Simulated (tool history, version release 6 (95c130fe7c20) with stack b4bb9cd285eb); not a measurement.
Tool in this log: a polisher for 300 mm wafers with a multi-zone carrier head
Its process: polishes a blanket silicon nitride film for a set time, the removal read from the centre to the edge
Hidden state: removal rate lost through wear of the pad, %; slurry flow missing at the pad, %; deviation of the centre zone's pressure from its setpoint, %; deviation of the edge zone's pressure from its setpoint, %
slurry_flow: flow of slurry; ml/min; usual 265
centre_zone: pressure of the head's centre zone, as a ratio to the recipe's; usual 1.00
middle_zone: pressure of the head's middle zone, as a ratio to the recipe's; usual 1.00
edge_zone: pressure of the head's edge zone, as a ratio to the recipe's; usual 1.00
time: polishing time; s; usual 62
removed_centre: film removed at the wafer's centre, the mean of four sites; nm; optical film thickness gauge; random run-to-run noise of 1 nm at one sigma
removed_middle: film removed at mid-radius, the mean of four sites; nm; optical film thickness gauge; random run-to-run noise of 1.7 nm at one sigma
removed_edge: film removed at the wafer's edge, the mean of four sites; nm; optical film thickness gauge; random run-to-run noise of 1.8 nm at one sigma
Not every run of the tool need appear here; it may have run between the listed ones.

run,day,slurry_flow,centre_zone,middle_zone,edge_zone,time,wafers since the last listed run,wafers polished on this pad,hours since the slurry nozzle was cleaned,hours since the centre zone pressure was calibrated,hours since the edge zone pressure was calibrated,hours since the carrier head's membrane was replaced,"incoming thickness of the incoming film, nm",removed_centre,removed_middle,removed_edge
1,0.000,265,1.00,0.92,1.00,62,0,4635,174.3,303.3,121.2,515.9,389.4,141.2,128.6,139.1
2,1.512,265,1.00,1.00,1.00,62,367,5002,210.6,339.6,157.5,552.2,396.8,139.3,138.9,139.2
3,3.904,265,1.00,1.00,1.00,54,581,5584,268.0,397.0,214.9,609.6,390.8,123.0,124.4,121.3
4,6.671,330,1.00,1.07,1.00,62,672,6256,334.4,463.4,281.3,676.0,385.2,143.7,147.1,142.1
5,10.225,265,1.08,1.00,0.92,50,863,7120,419.7,548.7,366.6,761.3,385.1,120.7,108.8,108.5
# day 14.492: worn pad replaced by a new one
6,21.867,265,1.04,1.00,1.00,62,2788,1792,699.1,828.1,646.0,1040.7,393.5,147.4,141.7,138.6
7,23.646,175,1.04,1.08,1.08,62,432,2224,741.8,870.8,688.7,1083.4,388.4,137.1,142.9,140.5
# day 26.267: edge zone pressure recalibrated
# day 27.467: slurry nozzle cleaned
8,27.717,265,1.00,0.90,0.92,62,958,3183,6.0,968.5,34.8,1181.1,398.2,140.0,128.1,132.6
# day 30.225: centre zone pressure recalibrated
9,31.508,305,1.00,1.00,0.94,62,901,4084,97.0,30.8,125.8,1272.1,390.4,142.8,144.0,138.6
10,35.238,315,1.00,1.00,1.00,62,906,4990,186.5,120.3,215.3,1361.6,383.3,144.5,140.9,140.3
11,36.988,265,1.05,1.11,1.00,62,425,5415,228.5,162.3,257.3,1403.6,383.5,147.3,153.0,140.4
12,39.233,265,1.00,1.00,1.00,62,545,5961,282.4,216.2,311.2,1457.5,393.9,139.5,139.6,139.5
# day 40.208: carrier head's membrane replaced by a new one
13,43.658,265,1.00,1.00,1.04,62,1024,6986,388.6,322.4,417.4,82.8,389.8,138.9,141.0,141.3
14,45.754,265,1.03,0.92,1.00,62,509,7495,438.9,372.7,467.7,133.1,388.6,140.6,129.6,139.9
15,50.212,265,0.94,1.00,1.00,62,1083,8578,545.9,479.7,574.7,240.1,390.1,128.5,138.6,134.6
# day 52.321: worn pad replaced by a new one
16,54.600,265,1.00,1.00,1.00,62,1025,553,651.2,585.0,680.0,345.4,386.9,142.4,141.0,144.2
17,56.946,350,1.00,1.08,1.12,68,570,1123,707.5,641.3,736.3,401.7,388.3,160.4,168.1,168.3
18,59.758,265,1.00,1.00,1.00,62,683,1807,775.0,708.8,803.8,469.2,390.5,143.1,140.5,140.8
# day 61.150: edge zone pressure recalibrated
19,63.379,265,1.00,1.00,1.00,62,859,2666,861.9,795.7,53.5,556.1,386.0,141.4,140.7,146.6
# day 66.225: slurry nozzle cleaned
20,66.971,265,1.00,1.00,1.00,62,862,3529,17.9,881.9,139.7,642.3,389.7,142.1,139.3,139.1
21,68.621,265,1.00,1.00,1.00,62,400,3930,57.5,921.5,179.3,681.9,390.5,142.3,139.2,139.9
# day 71.646: centre zone pressure recalibrated
22,72.367,265,1.00,1.00,1.00,76,889,4820,147.4,17.3,269.2,771.8,395.4,173.3,169.4,173.2
23,76.092,330,1.00,1.00,1.00,62,905,5725,236.8,106.7,358.6,861.2,392.1,144.4,142.6,145.0

Results for each run, recomputed without the tool's hidden state and with each run's random variation untouched:
run,removed_centre,removed_middle,removed_edge
1,144.4,131.5,142.2
2,142.7,142.3,142.6
3,126.3,127.7,124.5
4,148.0,151.5,146.4
5,124.8,112.5,112.2
6,149.1,143.4,140.3
7,139.0,144.9,142.5
8,142.6,130.5,135.1
9,146.1,147.3,141.7
10,148.3,144.6,144.0
11,151.5,157.3,144.4
12,143.8,144.0,143.8
13,143.9,146.1,146.4
14,146.0,134.6,145.3
15,134.1,144.6,140.5
16,143.1,141.7,144.9
17,161.6,169.4,169.6
18,144.6,142.0,142.3
19,143.5,142.7,148.7
20,144.7,141.8,141.7
21,145.2,142.0,142.7
22,177.5,173.5,177.4
23,148.6,146.7,149.1

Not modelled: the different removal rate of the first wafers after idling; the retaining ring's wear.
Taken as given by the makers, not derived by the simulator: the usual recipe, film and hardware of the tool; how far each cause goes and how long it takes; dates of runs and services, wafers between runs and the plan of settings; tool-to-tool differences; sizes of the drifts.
